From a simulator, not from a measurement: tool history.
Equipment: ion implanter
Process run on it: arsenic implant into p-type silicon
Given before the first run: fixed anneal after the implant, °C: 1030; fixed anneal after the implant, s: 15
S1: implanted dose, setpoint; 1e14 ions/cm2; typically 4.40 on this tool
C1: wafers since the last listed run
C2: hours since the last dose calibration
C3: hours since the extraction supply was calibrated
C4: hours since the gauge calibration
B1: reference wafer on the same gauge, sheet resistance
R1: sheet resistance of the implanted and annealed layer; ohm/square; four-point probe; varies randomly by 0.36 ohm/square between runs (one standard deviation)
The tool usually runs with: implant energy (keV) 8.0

{"run": 1, "hour": 0.0, "S1": 4.4, "implant energy (keV)": 8.0, "C1": 0, "C2": 892.8, "C3": 4109.7, "C4": 1282.7, "B1": 199.94, "R1": 238.69}
{"run": 2, "hour": 41.1, "S1": 4.4, "implant energy (keV)": 8.0, "C1": 1503, "C2": 933.9, "C3": 4150.8, "C4": 1323.8, "B1": 200.05, "R1": 238.42}
{"run": 3, "hour": 82.2, "S1": 4.4, "implant energy (keV)": 8.0, "C1": 1503, "C2": 975.0, "C3": 4191.9, "C4": 1364.9, "B1": 200.07, "R1": 238.71}
{"run": 4, "hour": 182.0, "S1": 4.4, "implant energy (keV)": 8.5, "C1": 3651, "C2": 1074.8, "C3": 4291.7, "C4": 1464.7, "B1": 199.92, "R1": 237.96}
{"run": 5, "hour": 223.5, "S1": 4.4, "implant energy (keV)": 8.5, "C1": 1518, "C2": 1116.3, "C3": 4333.2, "C4": 1506.2, "B1": 200.02, "R1": 237.44}
{"run": 6, "hour": 289.0, "S1": 4.4, "implant energy (keV)": 8.0, "C1": 2396, "C2": 1181.8, "C3": 4398.7, "C4": 1571.7, "B1": 200.03, "R1": 237.98}
{"run": 7, "hour": 342.4, "S1": 4.4, "implant energy (keV)": 6.0, "C1": 1953, "C2": 1235.2, "C3": 4452.1, "C4": 1625.1, "B1": 200.05, "R1": 241.63}
{"run": 8, "hour": 420.5, "S1": 4.4, "implant energy (keV)": 6.0, "C1": 2857, "C2": 1313.3, "C3": 4530.2, "C4": 1703.2, "B1": 199.99, "R1": 242.12}
{"run": 9, "hour": 517.4, "S1": 4.4, "implant energy (keV)": 6.0, "C1": 3545, "C2": 1410.2, "C3": 4627.1, "C4": 1800.1, "B1": 200.01, "R1": 241.74}
{"run": 10, "hour": 580.5, "S1": 3.55, "implant energy (keV)": 8.0, "C1": 2308, "C2": 1473.3, "C3": 4690.2, "C4": 1863.2, "B1": 200.05, "R1": 281.12}
{"run": 11, "hour": 660.0, "S1": 3.55, "implant energy (keV)": 8.0, "C1": 2908, "C2": 1552.8, "C3": 4769.7, "C4": 1942.7, "B1": 200.0, "R1": 280.82}
{"hour": 765.6, "done": "gauge calibrated"}
{"run": 12, "hour": 767.4, "S1": 3.55, "implant energy (keV)": 8.0, "C1": 3929, "C2": 1660.2, "C3": 4877.1, "C4": 1.8, "B1": 200.09, "R1": 280.48}

What will run 13 give?
{"run": 13, "hour": 803.8, "S1": 5.58, "implant energy (keV)": 8.0, "C1": 1331, "C2": 1696.6, "C3": 4913.5, "C4": 38.2, "B1": "?", "R1": "?"}

Run 13 measured B1 200.01, R1 200.47 ohm/square.
Take away the tool's hidden state, keep the run-to-run variation as it was, and the same run would have given R1 201.76 ohm/square.
